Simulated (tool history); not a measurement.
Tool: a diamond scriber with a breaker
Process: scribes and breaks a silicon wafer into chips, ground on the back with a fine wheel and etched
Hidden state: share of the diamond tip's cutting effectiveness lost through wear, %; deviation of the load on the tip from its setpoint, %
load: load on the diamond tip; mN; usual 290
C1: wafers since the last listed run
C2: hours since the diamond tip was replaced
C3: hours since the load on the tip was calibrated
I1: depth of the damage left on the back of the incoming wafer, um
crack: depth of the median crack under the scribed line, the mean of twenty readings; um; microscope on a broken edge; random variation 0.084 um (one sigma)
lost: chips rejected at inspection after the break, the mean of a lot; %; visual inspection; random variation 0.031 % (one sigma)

{"run": 1, "hour": 0.0, "load": 290, "C1": 0, "C2": 522.6, "C3": 576.8, "I1": 0.3, "crack": 8.73, "lost": 2.11}
{"run": 2, "hour": 60.4, "load": 290, "C1": 66, "C2": 583, "C3": 637.2, "I1": 0.44, "crack": 8.67, "lost": 2.54}
{"run": 3, "hour": 103.9, "load": 351, "C1": 48, "C2": 626.5, "C3": 680.7, "I1": 0.59, "crack": 10.31, "lost": 8.1}
{"run": 4, "hour": 187.6, "load": 351, "C1": 92, "C2": 710.2, "C3": 764.4, "I1": 0.37, "crack": 10.43, "lost": 8.1}
{"hour": 205.8, "done": "diamond tip replaced by a new one"}
{"run": 5, "hour": 254.2, "load": 351, "C1": 71, "C2": 48.4, "C3": 831, "I1": 0.43, "crack": 10.39, "lost": 8.95}
{"run": 6, "hour": 305.7, "load": 350, "C1": 56, "C2": 99.9, "C3": 882.5, "I1": 0.68, "crack": 10.48, "lost": 7.78}
{"run": 7, "hour": 378.7, "load": 350, "C1": 80, "C2": 172.9, "C3": 955.5, "I1": 0.52, "crack": 10.4, "lost": 7.77}
{"run": 8, "hour": 456.1, "load": 323, "C1": 85, "C2": 250.3, "C3": 1032.9, "I1": 0.5, "crack": 9.67, "lost": 1.44}
{"run": 9, "hour": 493.2, "load": 241, "C1": 40, "C2": 287.4, "C3": 1070, "I1": 0.7, "crack": 7.16, "lost": 32.74}
{"hour": 584.8, "done": "load on the tip recalibrated"}
{"run": 10, "hour": 595.4, "load": 241, "C1": 110, "C2": 389.6, "C3": 10.6, "I1": 0.53, "crack": 7.4, "lost": 20.87}
{"run": 11, "hour": 683.8, "load": 358, "C1": 97, "C2": 478, "C3": 99, "I1": 0.7, "crack": 11.05, "lost": 18.02}
{"run": 12, "hour": 761.7, "load": 358, "C1": 86, "C2": 555.9, "C3": 176.9, "I1": 0.48, "crack": 10.88, "lost": 14.45}
{"run": 13, "hour": 843.9, "load": 358, "C1": 90, "C2": 638.1, "C3": 259.1, "I1": 0.76, "crack": 10.81, "lost": 14.38}
{"run": 14, "hour": 900.4, "load": 290, "C1": 62, "C2": 694.6, "C3": 315.6, "I1": 0.67, "crack": 8.91, "lost": 1.65}
{"hour": 905.7, "done": "diamond tip replaced by a new one"}
{"run": 15, "hour": 961.1, "load": 290, "C1": 64, "C2": 55.4, "C3": 376.3, "I1": 0.34, "crack": 8.72, "lost": 1.82}
{"run": 16, "hour": 1020.0, "load": 290, "C1": 65, "C2": 114.3, "C3": 435.2, "I1": 0.78, "crack": 8.83, "lost": 2.23}
{"run": 17, "hour": 1071.9, "load": 317, "C1": 57, "C2": 166.2, "C3": 487.1, "I1": 0.53, "crack": 9.62, "lost": 1.29}
{"run": 18, "hour": 1176.4, "load": 317, "C1": 115, "C2": 270.7, "C3": 591.6, "I1": 0.67, "crack": 9.53, "lost": 1.19}
{"run": 19, "hour": 1270.3, "load": 317, "C1": 103, "C2": 364.6, "C3": 685.5, "I1": 0.36, "crack": 9.34, "lost": 1.05}
{"run": 20, "hour": 1328.2, "load": 290, "C1": 63, "C2": 422.5, "C3": 743.4, "I1": 0.68, "crack": 8.57, "lost": 2.97}
{"run": 21, "hour": 1423.4, "load": 290, "C1": 105, "C2": 517.7, "C3": 838.6, "I1": 0.56, "crack": 8.67, "lost": 3.04}
{"run": 22, "hour": 1475.6, "load": 345, "C1": 57, "C2": 569.9, "C3": 890.8, "I1": 0.45, "crack": 10.32, "lost": 5.7}
{"run": 23, "hour": 1563.0, "load": 256, "C1": 96, "C2": 657.3, "C3": 978.2, "I1": 0.6, "crack": 7.34, "lost": 20.69}
{"run": 24, "hour": 1602.3, "load": 231, "C1": 43, "C2": 696.6, "C3": 1017.5, "I1": 0.74, "crack": 6.66, "lost": 45.36}
{"run": 25, "hour": 1647.5, "load": 239, "C1": 49, "C2": 741.8, "C3": 1062.7, "I1": 0.74, "crack": 6.89, "lost": 35.74}
{"hour": 1676.5, "done": "diamond tip replaced by a new one"}
{"run": 26, "hour": 1718.1, "load": 219, "C1": 75, "C2": 41.6, "C3": 1133.3, "I1": 0.31, "crack": 6.22, "lost": 62.65}
{"hour": 1818.3, "done": "load on the tip recalibrated"}
{"run": 27, "hour": 1998.9, "load": 239, "C1": 308, "C2": 322.4, "C3": 180.6, "I1": 0.35, "crack": 7.3, "lost": 24.79}
{"run": 28, "hour": 2061.9, "load": 261, "C1": 69, "C2": 385.4, "C3": 243.6, "I1": 0.33, "crack": 7.93, "lost": 9.83}
{"run": 29, "hour": 2112.2, "load": 225, "C1": 55, "C2": 435.7, "C3": 293.9, "I1": 0.31, "crack": 6.69, "lost": 43.26}
{"run": 30, "hour": 2189.6, "load": 253, "C1": 85, "C2": 513.1, "C3": 371.3, "I1": 0.32, "crack": 7.58, "lost": 16.71}
{"run": 31, "hour": 2227.0, "load": 349, "C1": 41, "C2": 550.5, "C3": 408.7, "I1": 0.55, "crack": 10.46, "lost": 10.21}
{"run": 32, "hour": 2275.1, "load": 290, "C1": 53, "C2": 598.6, "C3": 456.8, "I1": 0.68, "crack": 8.88, "lost": 1.79}
{"hour": 2298.7, "done": "diamond tip replaced by a new one"}
{"run": 33, "hour": 2390.4, "load": 257, "C1": 125, "C2": 91.7, "C3": 572.1, "I1": 0.38, "crack": 7.78, "lost": 15.99}
{"run": 34, "hour": 2469.1, "load": 226, "C1": 86, "C2": 170.4, "C3": 650.8, "I1": 0.72, "crack": 6.63, "lost": 43.9}
{"run": 35, "hour": 2535.1, "load": 211, "C1": 72, "C2": 236.4, "C3": 716.8, "I1": 0.44, "crack": 6, "lost": 67.96}
{"run": 36, "hour": 2612.5, "load": 259, "C1": 85, "C2": 313.8, "C3": 794.2, "I1": 0.67, "crack": 7.68, "lost": 15.56}
{"run": 37, "hour": 2710.3, "load": 348, "C1": 108, "C2": 411.6, "C3": 892, "I1": 0.79, "crack": 10.31, "lost": 8.08}
{"run": 38, "hour": 2774.9, "load": 223, "C1": 71, "C2": 476.2, "C3": 956.6, "I1": 0.45, "crack": 6.59, "lost": 45.56}
{"run": 39, "hour": 2850.7, "load": 314, "C1": 83, "C2": 552, "C3": 1032.4, "I1": 0.78, "crack": 9.26, "lost": 0.98}
{"run": 40, "hour": 2949.9, "load": 290, "C1": 109, "C2": 651.2, "C3": 1131.6, "I1": 0.55, "crack": 8.63, "lost": 2.64}
{"hour": 2989.2, "done": "diamond tip replaced by a new one"}
{"run": 41, "hour": 3022.0, "load": 354, "C1": 77, "C2": 32.8, "C3": 1203.7, "I1": 0.49, "crack": 10.5, "lost": 9.95}
{"hour": 3075.9, "done": "load on the tip recalibrated"}
{"run": 42, "hour": 3102.8, "load": 221, "C1": 87, "C2": 113.6, "C3": 26.9, "I1": 0.7, "crack": 6.77, "lost": 40.12}

Some steps in crack between neighbouring runs. How much of each would the tool show without its hidden state too (settings, what came in, random variation), and how much is left for the hidden state, with any gauge scatter that isn't in both results?
Run 9 -> 10: load on the tip recalibrated. crack +0.24 um: hidden state +0.47, all else -0.23.
Run 10 -> 11: load 241 -> 358. crack +3.65 um: hidden state -0.18, all else +3.83.
Run 26 -> 27: load 219 -> 239, load on the tip recalibrated. crack +1.08 um: hidden state +0.32, all else +0.76.
Run 37 -> 38: load 348 -> 223. crack -3.72 um: hidden state +0.21, all else -3.93.
Run 41 -> 42: load 354 -> 221, load on the tip recalibrated. crack -3.73 um: hidden state +0.62, all else -4.35.
